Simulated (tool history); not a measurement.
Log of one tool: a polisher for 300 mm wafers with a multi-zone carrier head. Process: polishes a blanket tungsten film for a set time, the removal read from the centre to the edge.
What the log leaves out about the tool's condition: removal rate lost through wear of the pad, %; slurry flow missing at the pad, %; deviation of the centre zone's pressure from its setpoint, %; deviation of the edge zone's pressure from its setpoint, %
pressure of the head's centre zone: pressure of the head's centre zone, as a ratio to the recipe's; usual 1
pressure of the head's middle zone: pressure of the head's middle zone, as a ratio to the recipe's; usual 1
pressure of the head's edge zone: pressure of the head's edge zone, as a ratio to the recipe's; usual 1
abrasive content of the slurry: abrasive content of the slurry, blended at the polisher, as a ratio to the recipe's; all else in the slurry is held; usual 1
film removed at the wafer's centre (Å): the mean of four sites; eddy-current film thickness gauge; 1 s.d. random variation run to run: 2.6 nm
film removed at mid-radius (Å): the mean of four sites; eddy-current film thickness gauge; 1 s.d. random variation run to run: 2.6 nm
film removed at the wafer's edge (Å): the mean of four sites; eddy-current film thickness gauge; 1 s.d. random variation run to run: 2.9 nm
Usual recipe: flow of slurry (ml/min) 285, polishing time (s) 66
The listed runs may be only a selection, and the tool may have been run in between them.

run,hour,flow of slurry (ml/min),pressure of the head's centre zone,pressure of the head's middle zone,pressure of the head's edge zone,abrasive content of the slurry,polishing time (s),wafers since the last listed run,wafers polished on this pad,hours since the slurry nozzle was cleaned,hours since the centre zone pressure was calibrated,hours since the edge zone pressure was calibrated,hours since the carrier head's membrane was replaced,"incoming thickness of the incoming film, nm",film removed at the wafer's centre (Å),film removed at mid-radius (Å),film removed at the wafer's edge (Å)
1,0,285,1,1,1,1,82,0,1700,190.9,589,1055.5,1504.9,1074.6,3600,3461,3674
# hour 35.5: worn pad replaced by a new one
2,53.9,285,1,1,1,1,66,482,178,244.8,642.9,1109.4,1558.8,1090.2,2916,2744,2885
3,116.9,285,1,1,1,1,66,609,787,307.8,705.9,1172.4,1621.8,1097.9,2896,2736,2868
4,181.3,285,1,1,1,1,66,622,1409,372.2,770.3,1236.8,1686.2,1078.4,2862,2781,2880
5,210.2,285,1,1,1,1,66,279,1689,401.1,799.2,1265.7,1715.1,1082.9,2904,2767,2882
6,248.2,285,1,1,1,1,66,367,2056,439.1,837.2,1303.7,1753.1,1083.6,2841,2706,2903
# hour 264.7: worn pad replaced by a new one
7,304.8,285,1,1,1,1,66,508,387,495.7,893.8,1360.3,1809.7,1081,2887,2795,2864
8,341.9,285,0.93,1,1,1,66,358,746,532.8,930.9,1397.4,1846.8,1075.9,2684,2690,2881
# hour 346.6: edge zone pressure recalibrated
9,390,285,1,1,1,0.85,77,445,1192,580.9,979,43.4,1894.9,1085.3,3242,3099,3292
# hour 393.8: centre zone pressure recalibrated
10,423.7,285,1,1,1,1,66,306,1498,614.6,29.9,77.1,1928.6,1092,2820,2711,2875
11,472,285,1,1,1,1,66,466,1965,662.9,78.2,125.4,1976.9,1080.8,2830,2719,2877
# hour 476.2: worn pad replaced by a new one
# hour 480.5: slurry nozzle cleaned
12,502.3,285,1,1,1,0.85,83,244,242,21.8,108.5,155.7,2007.2,1086.2,3372,3263,3454
# hour 562.4: carrier head's membrane replaced by a new one
13,564.6,185,1,1,1.1,1.25,80,553,796,84.1,170.8,218,2.2,1096.4,3214,3077,3508
14,633.1,285,0.91,1,1,1.1,73,662,1458,152.6,239.3,286.5,70.7,1066.5,2817,2978,3149
15,662.5,235,1,1,1.1,1.15,66,284,1742,182,268.7,315.9,100.1,1074.5,2692,2591,2874
# hour 693.6: slurry nozzle cleaned, repeated, since the last time left the tool worse
16,728,325,1,1,1,1,66,623,2366,34.4,334.2,381.4,165.6,1099.4,2918,2786,2936
# hour 738.3: worn pad replaced by a new one
17,793.2,285,1,1,1,1.15,76,591,530,99.6,399.4,446.6,230.8,1076.7,3438,3290,3451
18,823,250,1,1,1,1,60,288,818,129.4,429.2,476.4,260.6,1096.4,2623,2498,2620
19,879.3,285,1.08,1,1,0.85,76,544,1363,185.7,485.5,532.7,316.9,1093.5,3483,3125,3273
20,925.3,255,1,1,1,1,66,444,1807,231.7,531.5,578.7,362.9,1099.4,2850,2779,2880
21,957.3,320,1,1.09,0.95,1.25,66,309,2117,263.7,563.5,610.7,394.9,1070.8,3052,3124,2998

Forecast each of these 4 alternatives for the next run:
A,957.7,285,1,1,1,1,66,3,2121,264.1,563.9,611.1,395.3,1082.5,?,?,?
B,957.7,285,1,0.95,1,1.15,66,3,2121,264.1,563.9,611.1,395.3,1082.5,?,?,?
C,957.7,285,1,1,1,1.15,53,3,2121,264.1,563.9,611.1,395.3,1082.5,?,?,?
D,957.7,350,1,1,1,1.3,66,3,2121,264.1,563.9,611.1,395.3,1082.5,?,?,?

run,film removed at the wafer's centre (Å),film removed at mid-radius (Å),film removed at the wafer's edge (Å)
A,2907,2732,2857
B,2972,2680,2924
C,2388,2244,2346
D,3096,2903,3023
Had the tool no hidden state, the same runs would have come out as:
run,film removed at the wafer's centre (Å),film removed at mid-radius (Å),film removed at the wafer's edge (Å)
A,2944,2763,2881
B,3010,2711,2949
C,2418,2269,2366
D,3129,2931,3045
